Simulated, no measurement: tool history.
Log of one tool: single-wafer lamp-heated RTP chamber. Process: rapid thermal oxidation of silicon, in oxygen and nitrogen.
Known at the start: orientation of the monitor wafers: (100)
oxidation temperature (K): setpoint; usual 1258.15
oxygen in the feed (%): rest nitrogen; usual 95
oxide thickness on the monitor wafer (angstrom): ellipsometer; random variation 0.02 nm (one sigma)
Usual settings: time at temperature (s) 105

| run | hour | oxidation temperature (K) | time at temperature (s) | oxygen in the feed (%) | wafers since the last listed run | wafers since the last pyrometer calibration | hours since the oxygen flow controller was replaced | hours since the gauge calibration | read-back reference wafer on the same gauge, thickness | oxide thickness on the monitor wafer (angstrom) |
|---|---|---|---|---|---|---|---|---|---|---|
| 1 | 0 | 1258.15 | 135 | 95 | 0 | 2937 | 3429.5 | 163 | 7.412 | 80.35 |
| 2 | 23.5 | 1258.15 | 135 | 95 | 142 | 3080 | 3453 | 186.5 | 7.417 | 79.89 |
| 3 | 39.3 | 1258.15 | 105 | 95 | 96 | 3176 | 3468.8 | 202.3 | 7.403 | 71.54 |
| 4 | 54.9 | 1250.15 | 105 | 95 | 94 | 3271 | 3484.4 | 217.9 | 7.412 | 67.71 |
| 5 | 86.8 | 1258.15 | 105 | 95 | 193 | 3465 | 3516.3 | 249.8 | 7.413 | 72.23 |
| 6 | 108.5 | 1258.15 | 105 | 95 | 131 | 3597 | 3538 | 271.5 | 7.407 | 71.99 |
| 7 | 133.4 | 1258.15 | 105 | 95 | 151 | 3748 | 3562.9 | 296.4 | 7.407 | 72.32 |
| 8 | 148.1 | 1258.15 | 105 | 73 | 89 | 3838 | 3577.6 | 311.1 | 7.411 | 66.05 |
| 9 | 167.8 | 1258.15 | 105 | 95 | 119 | 3958 | 3597.3 | 330.8 | 7.403 | 72.33 |
| 10 | 186.9 | 1258.15 | 105 | 95 | 116 | 4074 | 3616.4 | 349.9 | 7.402 | 72.37 |
| 11 | 213.2 | 1258.15 | 105 | 95 | 159 | 4234 | 3642.7 | 376.2 | 7.412 | 72.73 |
| 12 | 231.7 | 1258.15 | 105 | 95 | 112 | 4346 | 3661.2 | 394.7 | 7.4 | 72.91 |
| 13 | 254.7 | 1258.15 | 105 | 95 | 139 | 4486 | 3684.2 | 417.7 | 7.411 | 72.35 |
|  | 274.6 | gauge calibrated |
|  | 292.9 | oxygen flow controller replaced |
|  | 299 | pyrometer window cleaned and pyrometer calibrated |
| 14 | 313 | 1258.15 | 127 | 75 | 268 | 84 | 20.1 | 38.4 | 7.421 | 70.96 |
| 15 | 347.4 | 1258.15 | 105 | 73 | 209 | 294 | 54.5 | 72.8 | 7.418 | 64.76 |
| 16 | 379.5 | 1258.15 | 105 | 95 | 195 | 489 | 86.6 | 104.9 | 7.416 | 70.99 |
| 17 | 399.1 | 1258.15 | 53 | 71 | 119 | 608 | 106.2 | 124.5 | 7.408 | 47.57 |
| 18 | 424.3 | 1236.15 | 148 | 98 | 153 | 761 | 131.4 | 149.7 | 7.412 | 70.67 |
| 19 | 449.6 | 1267.15 | 118 | 79 | 153 | 915 | 156.7 | 175 | 7.411 | 74.66 |
| 20 | 464.6 | 1258.15 | 105 | 98 | 91 | 1006 | 171.7 | 190 | 7.418 | 71.93 |
| 21 | 490.7 | 1258.15 | 137 | 95 | 158 | 1165 | 197.8 | 216.1 | 7.408 | 79.96 |
| 22 | 523.6 | 1229.15 | 143 | 95 | 200 | 1365 | 230.7 | 249 | 7.413 | 65.54 |
| 23 | 539.5 | 1258.15 | 155 | 95 | 96 | 1462 | 246.6 | 264.9 | 7.416 | 84.81 |
| 24 | 562.7 | 1258.15 | 105 | 95 | 141 | 1603 | 269.8 | 288.1 | 7.405 | 71.08 |
| 25 | 598.3 | 1268.15 | 64 | 68 | 216 | 1819 | 305.4 | 323.7 | 7.413 | 54.76 |
| 26 | 634.1 | 1258.15 | 105 | 95 | 217 | 2037 | 341.2 | 359.5 | 7.412 | 71.13 |

Forecast each of these 4 alternatives for the next run:
| A | 634.5 | 1258.15 | 76 | 95 | 2 | 2039 | 341.6 | 359.9 | ? | ? |
| B | 634.5 | 1242.15 | 105 | 98 | 2 | 2039 | 341.6 | 359.9 | ? | ? |
| C | 634.5 | 1271.15 | 85 | 95 | 2 | 2039 | 341.6 | 359.9 | ? | ? |
| D | 634.5 | 1242.15 | 78 | 98 | 2 | 2039 | 341.6 | 359.9 | ? | ? |

| run | read-back reference wafer on the same gauge, thickness | oxide thickness on the monitor wafer (angstrom) |
|---|---|---|
| A | 7.416 | 61.57 |
| B | 7.416 | 63.68 |
| C | 7.416 | 71.27 |
| D | 7.416 | 55.85 |
Without the tool's hidden state the same runs would have given:
| run | oxide thickness on the monitor wafer (angstrom) |
|---|---|
| A | 61.03 |
| B | 63.1 |
| C | 70.64 |
| D | 55.35 |

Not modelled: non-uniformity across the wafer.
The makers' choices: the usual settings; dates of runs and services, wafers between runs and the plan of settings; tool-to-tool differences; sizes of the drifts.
